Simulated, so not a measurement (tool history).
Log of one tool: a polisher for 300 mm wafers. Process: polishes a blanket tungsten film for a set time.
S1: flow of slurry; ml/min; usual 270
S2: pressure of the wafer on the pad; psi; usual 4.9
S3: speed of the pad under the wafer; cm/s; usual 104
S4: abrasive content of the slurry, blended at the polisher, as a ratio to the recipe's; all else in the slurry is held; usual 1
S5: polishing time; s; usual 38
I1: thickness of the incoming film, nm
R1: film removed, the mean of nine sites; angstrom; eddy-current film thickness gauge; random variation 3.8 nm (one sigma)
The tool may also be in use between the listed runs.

run	hour	S1	S2	S3	S4	S5	I1	R1
1	0	270	4.9	104	1	38	698.2	2209
# hour 16.4: worn pad replaced by a new one
2	16.9	270	4.9	104	1.1	38	700.8	2388
# hour 30.7: slurry tank refilled with fresh slurry and peroxide
3	55.7	270	4.9	104	1.1	38	701.1	2500
# hour 62.8: slurry blender recalibrated
4	64.8	270	4.9	104	1.1	38	710.6	2504
5	74.8	270	4.9	104	1	38	713.5	2387
6	101.1	270	4.9	104	1	38	690.5	2341
# hour 108.2: head pressure recalibrated
7	115.1	270	4.9	82	0.85	38	686.5	1733
# hour 120.1: worn pad replaced by a new one
8	121.3	270	4.9	82	0.85	38	696.1	1739
9	132.3	320	4.9	104	1	38	694.4	2319
10	148.7	270	4.9	104	1	38	687.1	2234
11	157.2	270	5.3	118	1.15	48	704.1	3646
# hour 166.1: slurry nozzle cleaned
12	171.8	270	4.9	104	1	38	701.4	2236
13	179.5	270	5.3	136	1.25	49	703.2	4467
14	187.2	270	4.9	104	0.9	47	697.1	2615
# hour 198.7: worn pad replaced by a new one
15	202.2	270	3.4	70	1.25	38	691.3	1095
# hour 210.4: slurry tank refilled with fresh slurry and peroxide
16	220.1	235	5.9	104	0.75	45	701	3273
17	230.1	270	5.8	72	1	29	698.5	1543
18	238.7	270	4.9	104	0.8	38	693.2	2311
19	254.3	270	6.5	104	1	47	697.9	4023
20	269.3	270	3.5	104	1	38	697.5	1695
# hour 280.7: worn pad replaced by a new one
21	281.2	345	4.9	104	0.9	38	701.4	2276
22	295.2	335	4.9	104	1	38	705.2	2348
23	304.3	270	4.9	104	1	38	695.5	2274
24	315.6	215	4.9	82	1.25	49	697.5	2388
25	326.9	270	6	130	1.1	38	711.5	3628
26	338.1	270	4.9	104	1	30	688.8	1839

5 ways to go on from here, each from the tool as it stands after run 26. What would each give?
A	338.5	270	4.9	104	1	38	706.3	?
B	338.5	270	4.9	104	0.7	45	706.3	?
C	338.5	270	4.9	140	1	50	706.3	?
D	338.5	355	4.9	104	1	38	706.3	?
E	338.5	270	4.9	136	1	42	706.3	?

run	R1
A	2283
B	2418
C	4043
D	2335
E	3299
Without the tool's hidden state the same runs would have given:
run	R1
A	2642
B	2798
C	4679
D	2702
E	3818
